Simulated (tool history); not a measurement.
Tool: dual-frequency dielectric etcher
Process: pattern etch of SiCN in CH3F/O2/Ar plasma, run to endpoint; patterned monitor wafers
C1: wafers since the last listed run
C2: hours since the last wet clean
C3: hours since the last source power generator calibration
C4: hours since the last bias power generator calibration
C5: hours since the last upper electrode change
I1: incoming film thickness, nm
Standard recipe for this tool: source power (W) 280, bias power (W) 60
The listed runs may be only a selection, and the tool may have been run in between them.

{"run": 1, "hour": 0.0, "source power (W)": 280, "bias power (W)": 60, "C1": 0, "C2": 104.1, "C3": 3841.8, "C4": 1677.5, "C5": 4674.4, "I1": 13.16, "endpoint time (s)": 42.8}
{"run": 2, "hour": 68.2, "source power (W)": 280, "bias power (W)": 60, "C1": 748, "C2": 172.3, "C3": 3910.0, "C4": 1745.7, "C5": 4742.6, "I1": 13.29, "endpoint time (s)": 43.4}
{"run": 3, "hour": 93.0, "source power (W)": 280, "bias power (W)": 60, "C1": 272, "C2": 197.1, "C3": 3934.8, "C4": 1770.5, "C5": 4767.4, "I1": 13.34, "endpoint time (s)": 43.6}
{"run": 4, "hour": 132.6, "source power (W)": 280, "bias power (W)": 60, "C1": 434, "C2": 236.7, "C3": 3974.4, "C4": 1810.1, "C5": 4807.0, "I1": 13.29, "endpoint time (s)": 43.4}
{"run": 5, "hour": 159.2, "source power (W)": 280, "bias power (W)": 60, "C1": 291, "C2": 263.3, "C3": 4001.0, "C4": 1836.7, "C5": 4833.6, "I1": 13.3, "endpoint time (s)": 43.4}
{"run": 6, "hour": 185.7, "source power (W)": 280, "bias power (W)": 60, "C1": 290, "C2": 289.8, "C3": 4027.5, "C4": 1863.2, "C5": 4860.1, "I1": 13.27, "endpoint time (s)": 43.1}
{"run": 7, "hour": 245.1, "source power (W)": 280, "bias power (W)": 60, "C1": 651, "C2": 349.2, "C3": 4086.9, "C4": 1922.6, "C5": 4919.5, "I1": 13.33, "endpoint time (s)": 43.5}
{"run": 8, "hour": 275.7, "source power (W)": 280, "bias power (W)": 54, "C1": 335, "C2": 379.8, "C3": 4117.5, "C4": 1953.2, "C5": 4950.1, "I1": 13.22, "endpoint time (s)": 44.6}
{"run": 9, "hour": 306.7, "source power (W)": 280, "bias power (W)": 54, "C1": 340, "C2": 410.8, "C3": 4148.5, "C4": 1984.2, "C5": 4981.1, "I1": 13.29, "endpoint time (s)": 44.7}
{"hour": 331.4, "done": "wet clean of the chamber"}
{"run": 10, "hour": 359.0, "source power (W)": 280, "bias power (W)": 54, "C1": 310, "C2": 27.6, "C3": 4200.8, "C4": 2036.5, "C5": 5033.4, "I1": 13.21, "endpoint time (s)": 44.3}
{"run": 11, "hour": 394.9, "source power (W)": 280, "bias power (W)": 60, "C1": 394, "C2": 63.5, "C3": 4236.7, "C4": 2072.4, "C5": 5069.3, "I1": 13.27, "endpoint time (s)": 43.3}
{"run": 12, "hour": 449.1, "source power (W)": 280, "bias power (W)": 60, "C1": 594, "C2": 117.7, "C3": 4290.9, "C4": 2126.6, "C5": 5123.5, "I1": 13.37, "endpoint time (s)": 43.7}
{"run": 13, "hour": 475.7, "source power (W)": 280, "bias power (W)": 60, "C1": 291, "C2": 144.3, "C3": 4317.5, "C4": 2153.2, "C5": 5150.1, "I1": 13.21, "endpoint time (s)": 43.0}
{"hour": 486.8, "done": "source power generator calibrated"}
{"run": 14, "hour": 538.1, "source power (W)": 250, "bias power (W)": 51, "C1": 640, "C2": 206.7, "C3": 51.3, "C4": 2215.6, "C5": 5212.5, "I1": 13.35, "endpoint time (s)": 48.1}
{"run": 15, "hour": 574.2, "source power (W)": 280, "bias power (W)": 55, "C1": 396, "C2": 242.8, "C3": 87.4, "C4": 2251.7, "C5": 5248.6, "I1": 13.34, "endpoint time (s)": 44.7}
{"run": 16, "hour": 629.9, "source power (W)": 320, "bias power (W)": 60, "C1": 611, "C2": 298.5, "C3": 143.1, "C4": 2307.4, "C5": 5304.3, "I1": 13.5, "endpoint time (s)": 41.6}
{"hour": 685.1, "done": "upper electrode replaced"}
{"hour": 703.3, "done": "bias power generator calibrated"}
{"hour": 711.4, "done": "wet clean of the chamber"}
{"run": 17, "hour": 711.9, "source power (W)": 260, "bias power (W)": 70, "C1": 504, "C2": 0.5, "C3": 225.1, "C4": 8.6, "C5": 26.8, "I1": 13.31, "endpoint time (s)": 42.3}
{"run": 18, "hour": 761.5, "source power (W)": 280, "bias power (W)": 60, "C1": 544, "C2": 50.1, "C3": 274.7, "C4": 58.2, "C5": 76.4, "I1": 13.21, "endpoint time (s)": 43.2}

Run 19 is up next; what results do you expect?
{"run": 19, "hour": 785.8, "source power (W)": 230, "bias power (W)": 48, "C1": 266, "C2": 74.4, "C3": 299.0, "C4": 82.5, "C5": 100.7, "I1": 13.43, "endpoint time (s)": "?"}

endpoint time (s): 50.8
With the hidden condition absent and the run-to-run variation left alone, this run would have shown endpoint time (s) 50.8.

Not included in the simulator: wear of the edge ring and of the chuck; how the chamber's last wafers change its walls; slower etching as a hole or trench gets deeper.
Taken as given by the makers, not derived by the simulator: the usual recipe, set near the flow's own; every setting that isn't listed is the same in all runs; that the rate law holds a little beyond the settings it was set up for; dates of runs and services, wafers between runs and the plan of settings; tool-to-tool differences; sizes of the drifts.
